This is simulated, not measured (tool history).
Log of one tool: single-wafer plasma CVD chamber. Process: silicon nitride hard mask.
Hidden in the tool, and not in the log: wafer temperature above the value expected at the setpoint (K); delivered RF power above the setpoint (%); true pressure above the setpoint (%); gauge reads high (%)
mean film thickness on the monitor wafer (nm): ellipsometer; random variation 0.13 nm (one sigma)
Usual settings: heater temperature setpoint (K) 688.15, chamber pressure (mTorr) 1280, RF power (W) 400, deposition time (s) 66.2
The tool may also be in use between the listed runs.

run,hour,heater temperature setpoint (K),chamber pressure (mTorr),RF power (W),deposition time (s),wafers since the last listed run,hours since the last thermocouple change,hours since the last RF generator calibration,hours since the last manometer calibration,hours since the showerhead was replaced,hours since the gauge calibration,"read-back reference wafer on the same gauge, thickness_nm",mean film thickness on the monitor wafer (nm)
1,0,688.15,1390,400,66.2,0,2805.6,1839.7,2208.8,4079.7,247.3,69.906,82.33
2,8.2,688.15,1390,400,66.2,212,2813.8,1847.9,2217,4087.9,255.5,69.904,81.961
3,18.5,688.15,1390,400,66.2,267,2824.1,1858.2,2227.3,4098.2,265.8,69.915,81.945
4,49.2,688.15,1280,400,66.2,797,2854.8,1888.9,2258,4128.9,296.5,69.894,80.536
5,58.3,688.15,1280,400,66.2,236,2863.9,1898,2267.1,4138,305.6,69.933,80.6
6,72.4,688.15,1280,400,66.2,366,2878,1912.1,2281.2,4152.1,319.7,69.922,80.561
7,85,688.15,1280,400,66.2,327,2890.6,1924.7,2293.8,4164.7,332.3,69.924,80.567
8,100.6,688.15,1280,400,66.2,405,2906.2,1940.3,2309.4,4180.3,347.9,69.893,80.496
9,112.2,688.15,1280,400,66.2,301,2917.8,1951.9,2321,4191.9,359.5,69.877,80.379
10,120,688.15,1280,400,66.2,202,2925.6,1959.7,2328.8,4199.7,367.3,69.887,80.192
11,131.4,688.15,1280,400,66.2,296,2937,1971.1,2340.2,4211.1,378.7,69.898,80.361
# hour 145.8: gauge calibrated
# hour 163: RF generator calibrated
# hour 167: showerhead replaced
12,175.6,688.15,1280,455,66.2,835,2981.2,12.6,2384.4,8.6,29.8,69.892,92.259
# hour 191.1: capacitance manometer re-zeroed and calibrated
13,191.6,688.15,1280,455,66.2,207,2997.2,28.6,0.5,24.6,45.8,69.906,92.242
14,195,694.15,1280,480,76.9,88,3000.6,32,3.9,28,49.2,69.881,110.215
15,206.1,688.15,1280,400,71.3,288,3011.7,43.1,15,39.1,60.3,69.913,91.693
16,215.9,688.15,1110,400,66.2,254,3021.5,52.9,24.8,48.9,70.1,69.915,83.075
# hour 234.8: thermocouple changed; heater temperature recalibrated
17,235.3,688.15,1380,430,66.2,296,0.5,72.3,44.2,68.3,89.5,69.877,90.135
18,239.3,675.15,1280,340,66.2,103,4.5,76.3,48.2,72.3,93.5,69.893,76.648
19,252.5,688.15,1280,400,66.2,342,17.7,89.5,61.4,85.5,106.7,69.892,84.935
20,267.5,683.15,1600,400,76.1,389,32.7,104.5,76.4,100.5,121.7,69.874,101.782
21,277.6,688.15,1280,400,66.2,262,42.8,114.6,86.5,110.6,131.8,69.875,84.888
22,290.2,688.15,1280,400,58.1,327,55.4,127.2,99.1,123.2,144.4,69.889,74.571
23,297.5,688.15,1000,400,66.2,189,62.7,134.5,106.4,130.5,151.7,69.892,81.563
24,312.4,682.15,1280,455,62.2,387,77.6,149.4,121.3,145.4,166.6,69.915,86.851
25,318.4,688.15,1280,400,66.2,155,83.6,155.4,127.3,151.4,172.6,69.906,84.988
26,335.6,699.15,1570,360,66.2,446,100.8,172.6,144.5,168.6,189.8,69.92,81.959
27,343.1,681.15,1460,335,57.8,194,108.3,180.1,152,176.1,197.3,69.918,67.805
28,358.8,695.15,1460,475,74.9,407,124,195.8,167.7,191.8,213,69.907,109.135
29,369,674.15,990,400,60.4,264,134.2,206,177.9,202,223.2,69.923,74.851

4 ways to go on from here, each from the tool as it stands after run 29. What would each give?
A,369.4,688.15,1280,400,66.2,10,134.6,206.4,178.3,202.4,223.6,?,?
B,369.4,688.15,1060,400,58.3,10,134.6,206.4,178.3,202.4,223.6,?,?
C,369.4,683.15,1280,455,66.2,10,134.6,206.4,178.3,202.4,223.6,?,?
D,369.4,680.15,1120,400,66.2,10,134.6,206.4,178.3,202.4,223.6,?,?

run,"read-back reference wafer on the same gauge, thickness_nm",mean film thickness on the monitor wafer (nm)
A,69.907,85.066
B,69.907,72.649
C,69.907,92.301
D,69.907,83.483
Without the tool's hidden state the same runs would have given:
run,mean film thickness on the monitor wafer (nm)
A,85.292
B,72.842
C,92.546
D,83.705
